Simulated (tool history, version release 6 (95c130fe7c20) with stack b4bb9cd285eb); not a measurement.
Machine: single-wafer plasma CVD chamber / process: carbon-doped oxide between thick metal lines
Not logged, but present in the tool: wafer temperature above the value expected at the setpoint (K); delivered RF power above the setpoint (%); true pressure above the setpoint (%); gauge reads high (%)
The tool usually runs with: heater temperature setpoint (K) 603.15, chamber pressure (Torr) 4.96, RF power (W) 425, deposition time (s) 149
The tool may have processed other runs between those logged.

run,day,heater temperature setpoint (K),chamber pressure (Torr),RF power (W),deposition time (s),wafers since the last listed run,hours since the last thermocouple change,hours since the last RF generator calibration,hours since the last manometer calibration,hours since the showerhead was replaced,hours since the gauge calibration,"read-back reference wafer on the same gauge, thickness_nm",mean film thickness on the monitor wafer (nm)
1,0,603.15,4.96,425,149,0,2324.6,1414.8,2134.4,6709,20,725.869,633.637
2,0.779,603.15,4.96,425,149,202,2343.3,1433.5,2153.1,6727.7,38.7,726.221,633.483
3,1.471,603.15,4.96,425,149,179,2359.9,1450.1,2169.7,6744.3,55.3,726.019,630.54
4,2.967,603.15,4.05,425,149,387,2395.8,1486,2205.6,6780.2,91.2,726.051,599.364
# day 4.304: RF generator calibrated
5,4.362,603.15,4.05,425,149,275,2429.3,1.4,2239.1,6813.7,124.7,726.123,635.297
6,4.871,603.15,4.05,425,149,131,2441.5,13.6,2251.3,6825.9,136.9,726.07,635.131
7,6.025,603.15,4.96,425,149,299,2469.2,41.3,2279,6853.6,164.6,725.889,667.903
8,6.875,599.15,5.44,480,161,220,2489.6,61.7,2299.4,6874,185,726.326,816.129
# day 7.954: gauge calibrated
9,7.967,603.15,4.96,425,149,283,2515.8,87.9,2325.6,6900.2,0.3,726.395,662.171
# day 8.7: showerhead replaced
# day 8.712: thermocouple changed; heater temperature recalibrated
10,8.733,616.15,6.02,480,139,109,0.5,106.3,2344,0.8,18.7,725.85,669.651
# day 9.471: capacitance manometer re-zeroed and calibrated
11,9.646,598.15,4.96,425,149,150,22.4,128.2,4.2,22.7,40.6,726.045,670.13
12,10.533,618.15,5.63,505,129,230,43.7,149.5,25.5,44,61.9,725.89,630.611
13,11.833,603.15,4.96,380,149,337,74.9,180.7,56.7,75.2,93.1,725.844,599.658
14,13.321,593.15,5.93,425,149,385,110.6,216.4,92.4,110.9,128.8,725.935,704.868

5 options for the next run, each taken on its own from the tool as it stands now. Forecast them:
A,13.338,608.15,4.96,425,149,4,111,216.8,92.8,111.3,129.2,?,?
B,13.338,616.15,5.3,455,136,4,111,216.8,92.8,111.3,129.2,?,?
C,13.338,603.15,4.36,345,126,4,111,216.8,92.8,111.3,129.2,?,?
D,13.338,598.15,5.67,425,173,4,111,216.8,92.8,111.3,129.2,?,?
E,13.338,603.15,4.96,495,149,4,111,216.8,92.8,111.3,129.2,?,?

run,"read-back reference wafer on the same gauge, thickness_nm",mean film thickness on the monitor wafer (nm)
A,726.123,647.405
B,726.123,617.523
C,726.123,454.809
D,726.123,801.084
E,726.123,737.699
The same runs, with their run-to-run variation unchanged, on a tool lacking any hidden condition would have given:
run,mean film thickness on the monitor wafer (nm)
A,666.174
B,635.047
C,468.581
D,824.308
E,756.086
